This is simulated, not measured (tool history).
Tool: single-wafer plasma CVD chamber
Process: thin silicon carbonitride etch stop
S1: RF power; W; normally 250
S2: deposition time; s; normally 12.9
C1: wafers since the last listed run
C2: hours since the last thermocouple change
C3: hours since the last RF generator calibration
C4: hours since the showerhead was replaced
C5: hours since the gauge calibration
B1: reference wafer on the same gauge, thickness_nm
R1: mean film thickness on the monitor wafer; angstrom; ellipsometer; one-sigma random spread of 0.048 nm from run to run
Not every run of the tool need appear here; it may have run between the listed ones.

run	hour	S1	S2	C1	C2	C3	C4	C5	B1	R1
1	0.0	230	12.9	0	2046.3	640.9	3717.1	511.4	7.884	79.91
2	37.8	250	12.9	1120	2084.1	678.7	3754.9	549.2	7.889	83.34
3	80.3	250	12.9	1259	2126.6	721.2	3797.4	591.7	7.886	83.02
4	119.9	250	13.6	1173	2166.2	760.8	3837.0	631.3	7.911	88.06
5	215.7	250	13.6	2839	2262.0	856.6	3932.8	727.1	7.920	87.86
6	285.7	250	12.9	2074	2332.0	926.6	4002.8	797.1	7.919	84.17
7	322.2	250	12.9	1081	2368.5	963.1	4039.3	833.6	7.928	84.28
8	420.2	250	12.9	2904	2466.5	1061.1	4137.3	931.6	7.932	83.85
9	512.1	250	12.9	2724	2558.4	1153.0	4229.2	1023.5	7.950	84.03
10	585.6	250	12.9	2178	2631.9	1226.5	4302.7	1097.0	7.947	83.68
11	627.2	265	14.6	1233	2673.5	1268.1	4344.3	1138.6	7.953	96.38
12	717.7	220	11.5	2682	2764.0	1358.6	4434.8	1229.1	7.971	72.47
# hour 731.4: showerhead replaced
13	823.6	250	12.9	2901	2869.9	1464.5	92.2	1335.0	7.963	84.17
# hour 948.8: thermocouple changed; heater temperature recalibrated
# hour 1084.9: RF generator calibrated
14	1119.9	235	11.8	8308	171.1	35.0	388.5	1631.3	7.985	75.90
# hour 1163.5: gauge calibrated
15	1318.9	250	12.9	5898	370.1	234.0	587.5	155.4	7.800	83.02
16	1387.1	250	11.6	2021	438.3	302.2	655.7	223.6	7.820	74.06
17	1485.5	230	12.9	2916	536.7	400.6	754.1	322.0	7.849	80.47
18	1532.6	265	12.9	1396	583.8	447.7	801.2	369.1	7.866	84.14
19	1573.3	290	14.3	1206	624.5	488.4	841.9	409.8	7.866	96.34
20	1657.3	270	13.6	2489	708.5	572.4	925.9	493.8	7.885	89.95
21	1709.1	250	12.9	1535	760.3	624.2	977.7	545.6	7.907	82.51

Predict each of these 5 candidate next runs independently; none follows another, all start after run 21:
A	1709.5	200	12.9	11	760.7	624.6	978.1	546.0	?	?
B	1709.5	250	10.4	11	760.7	624.6	978.1	546.0	?	?
C	1709.5	215	15.2	11	760.7	624.6	978.1	546.0	?	?
D	1709.5	205	12.9	11	760.7	624.6	978.1	546.0	?	?
E	1709.5	210	12.9	11	760.7	624.6	978.1	546.0	?	?

run	B1	R1
A	7.901	77.79
B	7.901	67.12
C	7.901	93.70
D	7.901	78.38
E	7.901	78.96
What these runs would have given with no unlogged condition in the tool:
run	R1
A	76.24
B	65.78
C	91.83
D	76.81
E	77.38
